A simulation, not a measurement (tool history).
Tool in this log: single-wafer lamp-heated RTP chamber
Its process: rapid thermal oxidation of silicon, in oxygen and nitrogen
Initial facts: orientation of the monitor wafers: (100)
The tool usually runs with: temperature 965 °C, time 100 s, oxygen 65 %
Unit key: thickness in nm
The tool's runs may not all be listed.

run,day,temperature,time,oxygen,wafers since the last listed run,wafers since the last pyrometer calibration,hours since the oxygen flow controller was replaced,hours since the gauge calibration,"read-back reference wafer on the same gauge, thickness",thickness
1,0,965,100,65,0,1790,4845.6,812.4,5.362,4.888
2,0.879,965,100,65,104,1895,4866.7,833.5,5.369,4.901
# day 0.992: gauge calibrated
3,1.646,965,100,65,90,1986,4885.1,15.7,5.367,4.9
4,2.667,947,100,65,121,2107,4909.6,40.2,5.367,4.272
5,3.192,965,138,65,62,2169,4922.2,52.8,5.372,5.633
6,4.562,965,100,65,162,2332,4955.1,85.7,5.371,4.886
7,5.25,965,100,65,81,2413,4971.6,102.2,5.369,4.886
8,6.721,987,100,65,174,2588,5006.9,137.5,5.376,5.754
9,10.954,987,100,65,502,3090,5108.5,239.1,5.371,5.811
10,12.167,965,68,65,143,3234,5137.6,268.2,5.372,4.182
11,13.479,965,68,65,155,3389,5169.1,299.7,5.367,4.203
12,14.017,965,68,65,63,3453,5182,312.6,5.373,4.188
13,15.275,965,100,65,149,3602,5212.2,342.8,5.363,4.956
14,15.904,965,100,65,74,3677,5227.3,357.9,5.371,4.956
15,16.988,965,100,65,128,3805,5253.3,383.9,5.377,4.941
16,17.983,965,100,65,118,3924,5277.2,407.8,5.372,5.001
# day 20.092: oxygen flow controller replaced
17,20.154,965,100,65,217,4142,1.5,459.9,5.369,5.004
18,20.729,974,136,94,68,4210,15.3,473.7,5.38,6.971
19,21.825,965,100,65,129,4340,41.6,500,5.367,5.002
20,23.225,965,100,65,166,4506,75.2,533.6,5.373,5.029
21,23.892,987,100,65,79,4585,91.2,549.6,5.379,5.898
22,24.533,965,132,79,76,4661,106.6,565,5.365,6.033
23,25.154,978,114,41,73,4735,121.5,579.9,5.365,5.022
24,25.992,965,68,65,99,4834,141.6,600,5.373,4.306
# day 26.508: pyrometer window cleaned and pyrometer calibrated
25,26.638,965,100,65,37,15,157.1,615.5,5.373,4.82
26,27.971,965,124,65,158,173,189.1,647.5,5.363,5.292
27,29.054,965,100,65,128,301,215.1,673.5,5.372,4.812
# day 30.342: gauge calibrated
28,30.392,965,100,80,158,460,247.2,1.2,5.362,5.138
29,31.083,965,118,89,82,542,263.8,17.8,5.365,5.785
30,32.383,965,100,65,154,696,295,49,5.367,4.802
31,36.758,965,85,65,518,1215,400,154,5.372,4.493
32,37.408,991,100,48,77,1292,415.6,169.6,5.365,5.273
33,38.658,941,77,65,148,1441,445.6,199.6,5.369,3.666
34,39.608,965,116,65,112,1553,468.4,222.4,5.376,5.137

Alternative continuations, all from the tool just after run 34; predict every row:
A,39.629,988,100,65,2,1556,468.9,222.9,?,?
B,39.629,940,100,37,2,1556,468.9,222.9,?,?
C,39.629,957,83,65,2,1556,468.9,222.9,?,?
D,39.629,965,54,73,2,1556,468.9,222.9,?,?

run,"read-back reference wafer on the same gauge, thickness",thickness
A,5.373,5.732
B,5.373,3.454
C,5.373,4.222
D,5.373,3.891
Without the tool's hidden state the same runs would have given:
run,thickness
A,5.693
B,3.435
C,4.195
D,3.867
